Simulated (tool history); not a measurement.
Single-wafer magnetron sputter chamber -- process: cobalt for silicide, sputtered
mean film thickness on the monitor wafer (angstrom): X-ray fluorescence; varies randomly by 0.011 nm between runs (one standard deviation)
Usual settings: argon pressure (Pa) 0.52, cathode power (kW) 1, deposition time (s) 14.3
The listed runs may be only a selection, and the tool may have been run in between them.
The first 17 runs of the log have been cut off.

run,hour,argon pressure (Pa),cathode power (kW),deposition time (s),"read-back reference wafer on the same gauge, thickness_nm",mean film thickness on the monitor wafer (angstrom)
18,451.1,0.52,1,14.3,7.16,63.64
19,486.7,0.584,1,14.3,7.16,62.06
20,517.1,0.582,1,17.1,7.16,73.95
21,547.8,0.52,0.95,12.9,7.158,54.37
# hour 578.3: capacitance manometer re-zeroed and calibrated
22,581.2,0.52,1,14.3,7.16,65.43
# hour 586.6: gauge calibrated
23,608.4,0.52,0.95,16.1,7.163,69.96
24,625.5,0.597,0.9,12.2,7.16,48.82
25,642.7,0.52,1,14.3,7.163,65.22
26,657.1,0.606,0.8,11.5,7.16,40.7
27,682,0.58,1,14.3,7.164,63.95
28,708.3,0.52,1.15,14.3,7.16,74.57
29,727.8,0.52,1,14.3,7.165,64.8
30,751.3,0.318,1,14.3,7.157,69.53

Estimate the outcome of run 31 from the log above:
31,781.1,0.52,1.15,17,?,?

Run 31 came out at read-back reference wafer on the same gauge, thickness_nm 7.162, mean film thickness on the monitor wafer (angstrom) 88.3.
Had the tool carried no hidden state, the very same run would have given mean film thickness on the monitor wafer (angstrom) 89.45.
